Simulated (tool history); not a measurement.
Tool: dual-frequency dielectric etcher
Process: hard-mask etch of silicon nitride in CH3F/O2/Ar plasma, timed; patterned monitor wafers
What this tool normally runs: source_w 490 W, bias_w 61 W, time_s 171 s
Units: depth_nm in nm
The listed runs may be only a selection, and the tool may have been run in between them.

run	hour	source_w	bias_w	time_s	read-back reference wafer on the same gauge, depth_nm	depth_nm
1	0	490	61	171	127.1	129.8
2	43.5	490	61	171	127	130.5
# hour 94.4: wet clean of the chamber
3	109	490	61	171	127.1	129.9
4	155.7	490	61	171	127.1	131
5	227.5	490	61	171	126.9	129.3
6	295.4	490	61	171	126.9	130.1
7	366.9	490	61	171	126.9	130.7
8	415.6	490	61	171	126.9	131
9	447.6	440	72	184.5	126.9	141.6
# hour 454.3: source power generator calibrated
10	476.1	410	61	198	126.9	140.5
# hour 539.7: wet clean of the chamber
11	546.9	610	49	149.5	127	117
12	617.8	490	61	217	127.1	165.9
# hour 668.3: gauge calibrated
13	677.3	580	61	171	127.1	139.3
# hour 698.8: bias power generator calibrated
14	705.9	490	61	171	126.9	130.8
15	890.8	380	61	171	127.1	116.4
# hour 930.8: upper electrode replaced
16	936.5	400	55	205.5	127	140.9
# hour 1020.4: wet clean of the chamber
17	1020.9	400	74	150	127.1	111.7
18	1045.9	460	61	206.5	127.1	152.8
19	1091.8	420	61	122	127	87.6
20	1117.3	420	76	213.5	127	163.4
21	1176.6	490	61	171	126.8	130.1
22	1223	570	48	171	127.1	129.8
23	1286.3	580	61	171	127	138.3
24	1327.2	490	61	171	127	131.2
25	1352.3	490	49	123	127	88
26	1405.9	600	51	192	127	149.9
27	1447.3	490	68	171	126.9	134.6
# hour 1492: wet clean of the chamber
28	1492.5	440	67	185.5	126.9	138.2
29	1514.8	490	61	171	127	131.2
30	1544.6	490	61	171	127.1	130.6

4 options for the next run, each taken on its own from the tool as it stands now. Forecast them:
A	1545.1	490	61	171	?	?
B	1545.1	490	65	190	?	?
C	1545.1	490	48	129	?	?
D	1545.1	520	67	171	?	?

run	read-back reference wafer on the same gauge, depth_nm	depth_nm
A	126.8	130.2
B	126.8	147.5
C	126.8	91.7
D	126.8	137.2
With the hidden condition removed and each run's random variation left untouched, the same runs would have given:
run	depth_nm
A	130.2
B	147.5
C	91.7
D	137.2
